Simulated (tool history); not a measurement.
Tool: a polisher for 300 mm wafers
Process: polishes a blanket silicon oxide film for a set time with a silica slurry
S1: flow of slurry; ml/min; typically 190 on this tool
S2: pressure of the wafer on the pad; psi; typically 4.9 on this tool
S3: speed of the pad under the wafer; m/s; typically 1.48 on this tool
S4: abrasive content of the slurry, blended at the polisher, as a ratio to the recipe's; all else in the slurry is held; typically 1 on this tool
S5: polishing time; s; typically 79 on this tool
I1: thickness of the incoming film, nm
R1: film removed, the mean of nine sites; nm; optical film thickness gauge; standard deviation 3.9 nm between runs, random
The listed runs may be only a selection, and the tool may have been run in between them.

run    hour   S1   S2    S3   S4  S5      I1     R1
  1       0  190  4.9  1.86    1  79  1905.4  454.4
        8.4  -- worn pad replaced by a new one
  2   101.2  190  4.9  1.48  1.2  57  1895.1  297.2
      108.1  -- slurry blender recalibrated
  3   173.4  190  4.9  1.48  1.2  57    1896    307
      188.2  -- conditioning disc replaced and pad reconditioned
  4   251.6  150  4.9  1.48    1  79  1904.9  376.4
  5   322.8  190  4.9  1.48    1  91  1870.2  443.2
  6   367.8  190  4.9  1.48    1  79  1876.7  378.2
  7     432  190  4.9  1.48    1  79  1892.6  381.8
      532.5  -- worn pad replaced by a new one
  8     535  190  4.9  1.48    1  79  1869.7  383.2
      597.4  -- head pressure recalibrated
  9   597.9  190  4.9  1.48    1  79    1899    382
 10   636.2  250  4.9  1.48    1  87  1890.1  432.6
 11   679.5  190  4.9  0.96    1  79  1895.9    269
 12   738.9  190  4.9  1.48    1  79  1878.8  382.3
      742.6  -- slurry blender recalibrated
      748.7  -- slurry nozzle cleaned
      787.5  -- conditioning disc replaced and pad reconditioned
 13   925.1  190  4.9  1.48    1  79  1887.6  374.5
 14   991.5  130    6  1.48    1  93  1889.5  531.9
 15  1071.8  190  4.9   1.9    1  69  1838.6    412
     1100.8  -- worn pad replaced by a new one
 16  1178.7  190  4.9     2    1  79    1860  485.9
 17  1229.4  190  4.9  1.48    1  96  1863.4  462.8
     1310.3  -- slurry blender recalibrated
 18  1334.5  190  4.9  1.08    1  79  1908.6  298.6
     1366.9  -- conditioning disc replaced and pad reconditioned
 19  1534.9  190  4.9  1.48    1  79    1915  374.7
     1574.6  -- slurry nozzle cleaned
 20  1577.8  190  4.9  1.48  1.2  57  1859.8  304.3
     1599.8  -- worn pad replaced by a new one
     1655.9  -- head pressure recalibrated
 21    1662  190  3.3  1.48    1  66  1912.6  216.4
 22  1747.3  140  4.1  1.48  1.3  56    1870  250.1
 23  1785.5  190  4.9     1    1  79  1875.8  281.9
     1873.1  -- slurry blender recalibrated
     2002.7  -- conditioning disc replaced and pad reconditioned
 24  2062.1  190  4.9  1.48    1  79  1884.7  377.7
     2135.9  -- worn pad replaced by a new one
 25  2145.4  190  4.9  0.96    1  79  1852.6  266.4

Consider 4 possible next runs. They are alternatives, not a sequence: every one starts from the tool as it was left by run 25. What does each give?
  A  2145.9  190  4.1  1.48    1   79  1874.2   ?
  B  2145.9  175  3.9  1.88    1  101  1874.2   ?
  C  2145.9  250  3.7  1.48    1   79  1874.2   ?
  D  2145.9  235  5.8  1.48  0.9   87  1874.2   ?

run     R1
  A  319.3
  B  466.6
  C  295.2
  D  473.8
Without the tool's hidden state the same runs would have given:
run     R1
  A  319.3
  B  466.6
  C  295.2
  D  473.8
